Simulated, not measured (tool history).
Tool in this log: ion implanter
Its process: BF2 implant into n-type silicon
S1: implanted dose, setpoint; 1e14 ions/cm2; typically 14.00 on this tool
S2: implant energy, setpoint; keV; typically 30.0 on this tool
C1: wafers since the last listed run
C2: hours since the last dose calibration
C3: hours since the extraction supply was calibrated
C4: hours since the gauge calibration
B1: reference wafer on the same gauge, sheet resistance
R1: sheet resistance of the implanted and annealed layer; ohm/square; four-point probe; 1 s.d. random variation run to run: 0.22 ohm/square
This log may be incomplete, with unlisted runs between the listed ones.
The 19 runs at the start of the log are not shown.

run 20 hour=1050.0 | S1=14.00 S2=20.5 | C1=699 C2=49.4 C3=508.1 C4=643.3 | B1=113.99 | R1=151.07
run 21 hour=1108.2 | S1=17.74 S2=35.0 | C1=832 C2=107.6 C3=566.3 C4=701.5 | B1=114.01 | R1=110.13
run 22 hour=1168.8 | S1=10.02 S2=24.5 | C1=866 C2=168.2 C3=626.9 C4=762.1 | B1=113.98 | R1=151.58
run 23 hour=1239.4 | S1=17.29 S2=24.5 | C1=1009 C2=238.8 C3=697.5 C4=832.7 | B1=113.98 | R1=133.38
run 24 hour=1310.3 | S1=14.00 S2=30.0 | C1=1014 C2=309.7 C3=768.4 C4=903.6 | B1=113.97 | R1=124.85
run 25 hour=1379.8 | S1=12.56 S2=36.0 | C1=993 C2=379.2 C3=837.9 C4=973.1 | B1=113.95 | R1=117.64
run 26 hour=1437.5 | S1=14.00 S2=30.0 | C1=825 C2=436.9 C3=895.6 C4=1030.8 | B1=113.98 | R1=124.78
run 27 hour=1504.6 | S1=17.66 S2=34.0 | C1=959 C2=504.0 C3=962.7 C4=1097.9 | B1=113.99 | R1=111.92
run 28 hour=1550.8 | S1=10.87 S2=25.5 | C1=660 C2=550.2 C3=1008.9 C4=1144.1 | B1=113.94 | R1=144.62
run 29 hour=1601.9 | S1=10.15 S2=30.0 | C1=730 C2=601.3 C3=1060.0 C4=1195.2 | B1=114.00 | R1=138.32
run 30 hour=1633.3 | S1=17.49 S2=40.5 | C1=449 C2=632.7 C3=1091.4 C4=1226.6 | B1=114.01 | R1=102.72
run 31 hour=1681.6 | S1=14.00 S2=30.0 | C1=690 C2=681.0 C3=1139.7 C4=1274.9 | B1=113.99 | R1=124.42
run 32 hour=1740.1 | S1=14.00 S2=35.0 | C1=836 C2=739.5 C3=1198.2 C4=1333.4 | B1=114.00 | R1=115.80
run 33 hour=1778.0 | S1=14.00 S2=30.0 | C1=542 C2=777.4 C3=1236.1 C4=1371.3 | B1=113.98 | R1=124.45
run 34 hour=1827.9 | S1=14.00 S2=30.0 | C1=713 C2=827.3 C3=1286.0 C4=1421.2 | B1=113.99 | R1=124.65
run 35 hour=1879.1 | S1=12.31 S2=20.0 | C1=732 C2=878.5 C3=1337.2 C4=1472.4 | B1=113.95 | R1=156.68
run 36 hour=1927.4 | S1=14.00 S2=34.5 | C1=690 C2=926.8 C3=1385.5 C4=1520.7 | B1=114.04 | R1=116.33
run 37 hour=1992.4 | S1=10.15 S2=22.0 | C1=929 C2=991.8 C3=1450.5 C4=1585.7 | B1=114.00 | R1=158.85

Forecast each of these 4 alternatives for the next run:
run A hour=1992.8 | S1=14.00 S2=30.0 | C1=5 C2=992.2 C3=1450.9 C4=1586.1 | B1=? | R1=?
run B hour=1992.8 | S1=12.91 S2=27.5 | C1=5 C2=992.2 C3=1450.9 C4=1586.1 | B1=? | R1=?
run C hour=1992.8 | S1=9.81 S2=30.0 | C1=5 C2=992.2 C3=1450.9 C4=1586.1 | B1=? | R1=?
run D hour=1992.8 | S1=16.24 S2=22.5 | C1=5 C2=992.2 C3=1450.9 C4=1586.1 | B1=? | R1=?

run=A B1=114.00 R1=124.64
run=B B1=114.00 R1=132.78
run=C B1=114.00 R1=140.93
run=D B1=114.00 R1=140.52
Take away the tool's hidden state, keep each run's random variation, and the runs would have read:
run=A R1=124.09
run=B R1=132.11
run=C R1=139.66
run=D R1=140.14
